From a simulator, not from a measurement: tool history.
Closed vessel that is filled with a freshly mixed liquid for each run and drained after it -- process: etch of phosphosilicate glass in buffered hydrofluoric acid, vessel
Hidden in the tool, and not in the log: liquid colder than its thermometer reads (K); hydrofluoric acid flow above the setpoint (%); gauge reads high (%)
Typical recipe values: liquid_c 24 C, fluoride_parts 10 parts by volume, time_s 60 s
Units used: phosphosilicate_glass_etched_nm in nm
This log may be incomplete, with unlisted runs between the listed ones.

run    hour  liquid_c  fluoride_parts  time_s  wafers since the last listed run  hours since the thermometer was replaced  hours since the hydrofluoric acid flow meter was replaced  hours since the gauge calibration  read-back film thickness of the phosphosilicate glass reference wafer, read on the same gauge (nm)  phosphosilicate_glass_etched_nm
  1       0        24             7.5      60                                 0                                    1977.7                                                     1526.7                              602.6                                                                                               70.01                           639.03
  2      34        24             7.5      60                              4466                                    2011.7                                                     1560.7                              636.6                                                                                               69.96                           635.57
  3    71.5        24             7.5      60                              4926                                    2049.2                                                     1598.2                              674.1                                                                                               70.01                           637.86
  4   137.2      20.5              10      85                              8630                                    2114.9                                                     1663.9                              739.8                                                                                               69.95                           553.79
  5     162      20.5              10      85                              3257                                    2139.7                                                     1688.7                              764.6                                                                                               70.04                           551.53
  6     221        24              10      50                              7750                                    2198.7                                                     1747.7                              823.6                                                                                                  70                           395.36
  7   261.5        24              10      50                              5320                                    2239.2                                                     1788.2                              864.1                                                                                               70.02                           393.12
  8   332.8        24              11      60                              9366                                    2310.5                                                     1859.5                              935.4                                                                                               69.95                           449.09
  9   370.7        24              11      60                              4978                                    2348.4                                                     1897.4                              973.3                                                                                               70.02                           448.37
 10   420.5        24              10      60                              6541                                    2398.2                                                     1947.2                             1023.1                                                                                               70.02                           471.95
 11   484.8      21.5              10      60                              8446                                    2462.5                                                     2011.5                             1087.4                                                                                               70.02                           412.78
 12     528      21.5              10      60                              5674                                    2505.7                                                     2054.7                             1130.6                                                                                                  70                           416.93
      568.8  -- gauge calibrated
 13   596.2        24              10      60                              8958                                    2573.9                                                     2122.9                               27.4                                                                                               69.94                           475.06
 14   647.5        24              10      35                              6738                                    2625.2                                                     2174.2                               78.7                                                                                               69.97                           276.89
 15   696.1      20.5               7      35                              6384                                    2673.8                                                     2222.8                              127.3                                                                                               69.99                           325.59
 16   741.4        19              10      60                              5950                                    2719.1                                                     2268.1                              172.6                                                                                               69.98                           359.92
      771.9  -- hydrofluoric acid flow meter replaced
 17   793.4      21.5             6.5      60                              6699                                    2771.1                                                       21.5                              224.6                                                                                               69.98                           573.67
 18   856.9        24            13.5      60                              8341                                    2834.6                                                         85                              288.1                                                                                               69.98                           329.22
 19   896.4        24              10      80                              5188                                    2874.1                                                      124.5                              327.6                                                                                               70.01                           593.84
      926.1  -- thermometer replaced
 20   929.7        24             8.5      60                              4242                                       3.6                                                      157.8                              360.9                                                                                               70.07                            549.7
 21   966.8        24             7.5      40                              4873                                      40.7                                                      194.9                                398                                                                                               69.98                            421.7
 22   993.4        22               9      75                              3494                                      67.3                                                      221.5                              424.6                                                                                               69.99                            579.4
 23  1052.4      19.5              10      60                              7750                                     126.3                                                      280.5                              483.6                                                                                               70.02                           376.46
 24  1088.1        24              10      60                              4689                                       162                                                      316.2                              519.3                                                                                               69.98                           483.01
 25  1143.5        24              12      60                              7277                                     217.4                                                      371.6                              574.7                                                                                                  70                           403.36
 26  1210.6        24              10      60                              8814                                     284.5                                                      438.7                              641.8                                                                                               69.98                           482.04
 27  1276.5        24              10      85                              8656                                     350.4                                                      504.6                              707.7                                                                                               69.99                           685.45
 28  1341.5        24              10      60                              8538                                     415.4                                                      569.6                              772.7                                                                                               69.99                           485.13

Each row is a separate what-if for the run after 28, all from the same tool condition, not one after another. Results?
  A  1342.2        22              10      60                                91                                     416.1                                                      570.3                              773.4                                                                                                   ?                                ?
  B  1342.2        24            13.5      35                                91                                     416.1                                                      570.3                              773.4                                                                                                   ?                                ?
  C  1342.2      25.5            12.5      50                                91                                     416.1                                                      570.3                              773.4                                                                                                   ?                                ?
  D  1342.2        27             8.5      60                                91                                     416.1                                                      570.3                              773.4                                                                                                   ?                                ?
  E  1342.2        24               6      60                                91                                     416.1                                                      570.3                              773.4                                                                                                   ?                                ?

run  read-back film thickness of the phosphosilicate glass reference wafer, read on the same gauge (nm)  phosphosilicate_glass_etched_nm
  A                                                                                               69.98                           433.68
  B                                                                                               69.98                           213.06
  C                                                                                               69.98                           356.08
  D                                                                                               69.98                           656.88
  E                                                                                               69.98                           781.52
Without the tool's hidden state the same runs would have given:
run  phosphosilicate_glass_etched_nm
  A                           433.24
  B                           210.41
  C                           351.62
  D                           646.28
  E                           775.01

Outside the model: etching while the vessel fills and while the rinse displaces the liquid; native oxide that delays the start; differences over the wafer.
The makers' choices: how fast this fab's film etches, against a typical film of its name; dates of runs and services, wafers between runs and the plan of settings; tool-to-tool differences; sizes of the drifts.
